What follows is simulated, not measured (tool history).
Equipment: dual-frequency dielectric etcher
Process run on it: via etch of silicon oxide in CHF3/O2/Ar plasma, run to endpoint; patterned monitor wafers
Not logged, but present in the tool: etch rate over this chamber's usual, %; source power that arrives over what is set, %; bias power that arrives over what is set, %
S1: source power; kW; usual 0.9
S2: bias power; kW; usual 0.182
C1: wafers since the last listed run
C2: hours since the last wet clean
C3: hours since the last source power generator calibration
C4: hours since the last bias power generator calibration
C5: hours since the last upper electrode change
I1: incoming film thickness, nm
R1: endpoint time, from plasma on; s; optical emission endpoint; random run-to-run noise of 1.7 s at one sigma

run	day	S1	S2	C1	C2	C3	C4	C5	I1	R1
1	0	1.06	0.15	0	222.4	3273.2	4369.3	2593.3	463.9	211.7
2	0.571	1.06	0.15	62	236.1	3286.9	4383	2607	459.6	210.3
3	1.162	1.06	0.15	64	250.3	3301.1	4397.2	2621.2	466.8	209.5
4	1.85	0.9	0.182	75	266.8	3317.6	4413.7	2637.7	464.1	209.6
5	2.542	0.9	0.182	75	283.4	3334.2	4430.3	2654.3	463.6	207.1
6	2.896	0.9	0.182	38	291.9	3342.7	4438.8	2662.8	464.1	207.1
7	3.25	0.9	0.182	38	300.4	3351.2	4447.3	2671.3	463.2	208.9
8	3.883	0.9	0.182	69	315.6	3366.4	4462.5	2686.5	465.2	208.3
9	4.25	0.9	0.182	40	324.4	3375.2	4471.3	2695.3	462.1	206.6
10	4.867	0.9	0.182	67	339.2	3390	4486.1	2710.1	464.6	204
# day 6.008: upper electrode replaced
11	6.029	0.9	0.182	17	367.1	3417.9	4514	0.5	461.6	204.3
12	6.046	0.9	0.182	1	367.5	3418.3	4514.4	0.9	464.1	205.4
# day 7.196: wet clean of the chamber
13	7.217	0.9	0.165	18	0.5	3446.4	4542.5	29	465.1	225.9
14	7.233	0.9	0.165	1	0.9	3446.8	4542.9	29.4	472.3	225
15	7.25	0.9	0.165	1	1.3	3447.2	4543.3	29.8	461.4	220.7
16	7.321	0.9	0.16	7	3	3448.9	4545	31.5	469.9	224.2

Estimate the outcome of run 17 from the log above:
17	8.05	0.9	0.182	79	20.5	3466.4	4562.5	49	468.7	?

Run 17 gave R1 218 s.
Had the tool carried no hidden state, the very same run would have given R1 220.7 s.
